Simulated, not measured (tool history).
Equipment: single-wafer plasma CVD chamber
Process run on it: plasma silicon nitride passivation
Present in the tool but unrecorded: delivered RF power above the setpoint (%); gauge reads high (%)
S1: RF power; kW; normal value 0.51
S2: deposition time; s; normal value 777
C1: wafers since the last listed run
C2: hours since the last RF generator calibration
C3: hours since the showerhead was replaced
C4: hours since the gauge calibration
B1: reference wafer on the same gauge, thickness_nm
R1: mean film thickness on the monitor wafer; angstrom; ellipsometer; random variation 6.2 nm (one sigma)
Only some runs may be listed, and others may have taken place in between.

{"run": 1, "day": 0.0, "S1": 0.44, "S2": 777, "C1": 0, "C2": 1040.2, "C3": 5029, "C4": 123.7, "B1": 1249.138, "R1": 11475.94}
{"run": 2, "day": 0.721, "S1": 0.51, "S2": 777, "C1": 57, "C2": 1057.5, "C3": 5046.3, "C4": 141, "B1": 1249.127, "R1": 11998.25}
{"run": 3, "day": 2.071, "S1": 0.51, "S2": 777, "C1": 107, "C2": 1089.9, "C3": 5078.7, "C4": 173.4, "B1": 1247.505, "R1": 11917.1}
{"run": 4, "day": 2.742, "S1": 0.51, "S2": 777, "C1": 53, "C2": 1106, "C3": 5094.8, "C4": 189.5, "B1": 1248.583, "R1": 12052.7}
{"run": 5, "day": 3.854, "S1": 0.51, "S2": 777, "C1": 88, "C2": 1132.7, "C3": 5121.5, "C4": 216.2, "B1": 1246.285, "R1": 12020.27}
{"run": 6, "day": 4.767, "S1": 0.51, "S2": 686, "C1": 72, "C2": 1154.6, "C3": 5143.4, "C4": 238.1, "B1": 1250.804, "R1": 10644.89}
{"run": 7, "day": 5.758, "S1": 0.51, "S2": 687, "C1": 78, "C2": 1178.4, "C3": 5167.2, "C4": 261.9, "B1": 1248.76, "R1": 10643.98}
{"run": 8, "day": 7.071, "S1": 0.51, "S2": 777, "C1": 104, "C2": 1209.9, "C3": 5198.7, "C4": 293.4, "B1": 1247.681, "R1": 12024.33}
{"run": 9, "day": 7.954, "S1": 0.51, "S2": 777, "C1": 70, "C2": 1231.1, "C3": 5219.9, "C4": 314.6, "B1": 1250.585, "R1": 12016.11}
{"run": 10, "day": 9.129, "S1": 0.51, "S2": 777, "C1": 93, "C2": 1259.3, "C3": 5248.1, "C4": 342.8, "B1": 1251.339, "R1": 12114.45}
{"run": 11, "day": 10.096, "S1": 0.43, "S2": 777, "C1": 76, "C2": 1282.5, "C3": 5271.3, "C4": 366, "B1": 1249.361, "R1": 11383.25}
{"run": 12, "day": 11.079, "S1": 0.43, "S2": 777, "C1": 78, "C2": 1306.1, "C3": 5294.9, "C4": 389.6, "B1": 1253.678, "R1": 11387.8}
{"run": 13, "day": 11.904, "S1": 0.51, "S2": 837, "C1": 65, "C2": 1325.9, "C3": 5314.7, "C4": 409.4, "B1": 1251.551, "R1": 12859.39}
{"run": 14, "day": 12.508, "S1": 0.44, "S2": 648, "C1": 48, "C2": 1340.4, "C3": 5329.2, "C4": 423.9, "B1": 1249.959, "R1": 9572.87}
{"run": 15, "day": 13.204, "S1": 0.51, "S2": 777, "C1": 55, "C2": 1357.1, "C3": 5345.9, "C4": 440.6, "B1": 1251.346, "R1": 11975.84}
{"run": 16, "day": 14.704, "S1": 0.555, "S2": 655, "C1": 119, "C2": 1393.1, "C3": 5381.9, "C4": 476.6, "B1": 1251.052, "R1": 10427.53}
{"run": 17, "day": 15.267, "S1": 0.605, "S2": 710, "C1": 44, "C2": 1406.6, "C3": 5395.4, "C4": 490.1, "B1": 1251.123, "R1": 11659.82}
{"day": 16.071, "done": "RF generator calibrated"}
{"run": 18, "day": 18.383, "S1": 0.485, "S2": 777, "C1": 221, "C2": 55.5, "C3": 5470.2, "C4": 564.9, "B1": 1249.549, "R1": 11823.86}
{"day": 18.729, "done": "gauge calibrated"}
{"run": 19, "day": 19.025, "S1": 0.58, "S2": 625, "C1": 51, "C2": 70.9, "C3": 5485.6, "C4": 7.1, "B1": 1247.056, "R1": 10189.31}
{"day": 20.567, "done": "showerhead replaced"}
{"run": 20, "day": 20.588, "S1": 0.51, "S2": 931, "C1": 97, "C2": 108.4, "C3": 0.5, "C4": 44.6, "B1": 1248.304, "R1": 14407.58}
{"run": 21, "day": 21.292, "S1": 0.51, "S2": 777, "C1": 56, "C2": 125.3, "C3": 17.4, "C4": 61.5, "B1": 1249.764, "R1": 11934.29}
{"run": 22, "day": 22.679, "S1": 0.51, "S2": 777, "C1": 110, "C2": 158.6, "C3": 50.7, "C4": 94.8, "B1": 1250.017, "R1": 11986.48}
{"run": 23, "day": 24.112, "S1": 0.51, "S2": 898, "C1": 114, "C2": 193, "C3": 85.1, "C4": 129.2, "B1": 1247.88, "R1": 13947.82}
{"run": 24, "day": 25.054, "S1": 0.51, "S2": 777, "C1": 74, "C2": 215.6, "C3": 107.7, "C4": 151.8, "B1": 1249.234, "R1": 12108.36}
{"run": 25, "day": 26.029, "S1": 0.51, "S2": 651, "C1": 77, "C2": 239, "C3": 131.1, "C4": 175.2, "B1": 1248.365, "R1": 10130.77}

4 options for the next run, each taken on its own from the tool as it stands now. Forecast them:
{"run": "A", "day": 26.054, "S1": 0.57, "S2": 777, "C1": 1, "C2": 239.6, "C3": 131.7, "C4": 175.8, "B1": "?", "R1": "?"}
{"run": "B", "day": 26.054, "S1": 0.415, "S2": 878, "C1": 1, "C2": 239.6, "C3": 131.7, "C4": 175.8, "B1": "?", "R1": "?"}
{"run": "C", "day": 26.054, "S1": 0.59, "S2": 868, "C1": 1, "C2": 239.6, "C3": 131.7, "C4": 175.8, "B1": "?", "R1": "?"}
{"run": "D", "day": 26.054, "S1": 0.47, "S2": 674, "C1": 1, "C2": 239.6, "C3": 131.7, "C4": 175.8, "B1": "?", "R1": "?"}

run=A B1=1251.499 R1=12558.67
run=B B1=1251.499 R1=12719.42
run=C B1=1251.499 R1=14193.32
run=D B1=1251.499 R1=10198.89
Without the tool's hidden state the same runs would have given:
run=A R1=12558.67
run=B R1=12719.42
run=C R1=14193.32
run=D R1=10198.89
